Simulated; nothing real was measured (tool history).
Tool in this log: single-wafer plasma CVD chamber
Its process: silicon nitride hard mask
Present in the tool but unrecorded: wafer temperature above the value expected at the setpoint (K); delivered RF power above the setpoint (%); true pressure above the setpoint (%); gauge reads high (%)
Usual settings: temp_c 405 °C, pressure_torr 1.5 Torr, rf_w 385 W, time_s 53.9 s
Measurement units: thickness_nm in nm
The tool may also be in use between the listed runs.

run,hour,temp_c,pressure_torr,rf_w,time_s,wafers since the last listed run,hours since the last thermocouple change,hours since the last RF generator calibration,hours since the last manometer calibration,hours since the showerhead was replaced,hours since the gauge calibration,"read-back reference wafer on the same gauge, thickness_nm",thickness_nm
1,0,409,1.5,385,53.9,0,773.1,566,942.9,52.1,406.8,62.205,68.592
2,8.8,409,1.5,385,53.9,104,781.9,574.8,951.7,60.9,415.6,62.5,68.444
3,18.3,405,1.5,385,53.9,112,791.4,584.3,961.2,70.4,425.1,62.378,68.368
4,28.2,405,1.5,385,53.9,117,801.3,594.2,971.1,80.3,435,62.427,68.178
5,38.6,405,1.5,385,53.9,123,811.7,604.6,981.5,90.7,445.4,62.497,68.582
6,48.5,412,1.31,385,62.2,117,821.6,614.5,991.4,100.6,455.3,62.299,76.495
# hour 52.3: gauge calibrated
7,58.5,405,1.6,385,60.9,118,831.6,624.5,1001.4,110.6,6.2,62.245,78.607
8,67.6,396,1.5,350,63.5,107,840.7,633.6,1010.5,119.7,15.3,62.426,77.494
9,80.2,393,1.5,385,53.9,149,853.3,646.2,1023.1,132.3,27.9,62.295,68.702
10,92.2,399,1.5,385,62.6,141,865.3,658.2,1035.1,144.3,39.9,62.168,79.669
11,101.8,405,1.27,385,53.9,113,874.9,667.8,1044.7,153.9,49.5,62.285,66.243
12,108.3,405,1.5,385,64.1,76,881.4,674.3,1051.2,160.4,56,62.312,80.72
13,115.9,405,1.5,330,53.9,89,889,681.9,1058.8,168,63.6,62.372,63.026
14,126.5,405,1.5,385,53.9,125,899.6,692.5,1069.4,178.6,74.2,62.3,67.976
15,139.6,409,1.5,385,53.9,154,912.7,705.6,1082.5,191.7,87.3,62.218,68.075
16,157.3,405,1.5,385,63.6,209,930.4,723.3,1100.2,209.4,105,62.373,80.227
# hour 178.2: RF generator calibrated
17,178.7,405,1.5,385,53.9,158,951.8,0.5,1121.6,230.8,126.4,62.292,69.445
18,187.1,394,1.83,385,53.9,99,960.2,8.9,1130,239.2,134.8,62.285,72.687
# hour 212.1: thermocouple changed; heater temperature recalibrated
19,212.6,416,1.6,310,45.4,206,0.5,34.4,1155.5,264.7,160.3,62.262,54.322
# hour 223.8: capacitance manometer re-zeroed and calibrated
20,224.3,392,1.62,355,53.9,43,12.2,46.1,0.5,276.4,172,62.426,68.994
21,226.9,405,1.5,385,53.9,30,14.8,48.7,3.1,279,174.6,62.347,69.53
22,246,405,1.32,385,53.9,225,33.9,67.8,22.2,298.1,193.7,62.228,68.25
23,273.6,419,1.87,425,57.9,326,61.5,95.4,49.8,325.7,221.3,62.224,81.171
24,286.9,420,1.5,455,53.9,157,74.8,108.7,63.1,339,234.6,62.141,73.629
25,300.2,396,1.71,385,61.4,157,88.1,122,76.4,352.3,247.9,62.343,81.564
26,309.3,405,1.19,385,61.9,107,97.2,131.1,85.5,361.4,257,62.19,76.184
27,352.9,405,1.5,335,53.9,515,140.8,174.7,129.1,405,300.6,62.33,65.315
28,363.7,405,1.3,385,47.1,127,151.6,185.5,139.9,415.8,311.4,62.336,59.404

5 options for the next run, each taken on its own from the tool as it stands now. Forecast them:
A,364.1,405,1.5,385,53.9,4,152,185.9,140.3,416.2,311.8,?,?
B,364.1,412,1.5,385,50,4,152,185.9,140.3,416.2,311.8,?,?
C,364.1,419,1.34,445,53.9,4,152,185.9,140.3,416.2,311.8,?,?
D,364.1,413,1.75,420,64.3,4,152,185.9,140.3,416.2,311.8,?,?
E,364.1,405,1.79,385,53.9,4,152,185.9,140.3,416.2,311.8,?,?

run,"read-back reference wafer on the same gauge, thickness_nm",thickness_nm
A,62.358,69.289
B,62.358,64.105
C,62.358,71.733
D,62.358,88.005
E,62.358,71.652
Without the tool's unlogged condition, the same runs would have read:
run,thickness_nm
A,69.55
B,64.346
C,71.983
D,88.312
E,71.922

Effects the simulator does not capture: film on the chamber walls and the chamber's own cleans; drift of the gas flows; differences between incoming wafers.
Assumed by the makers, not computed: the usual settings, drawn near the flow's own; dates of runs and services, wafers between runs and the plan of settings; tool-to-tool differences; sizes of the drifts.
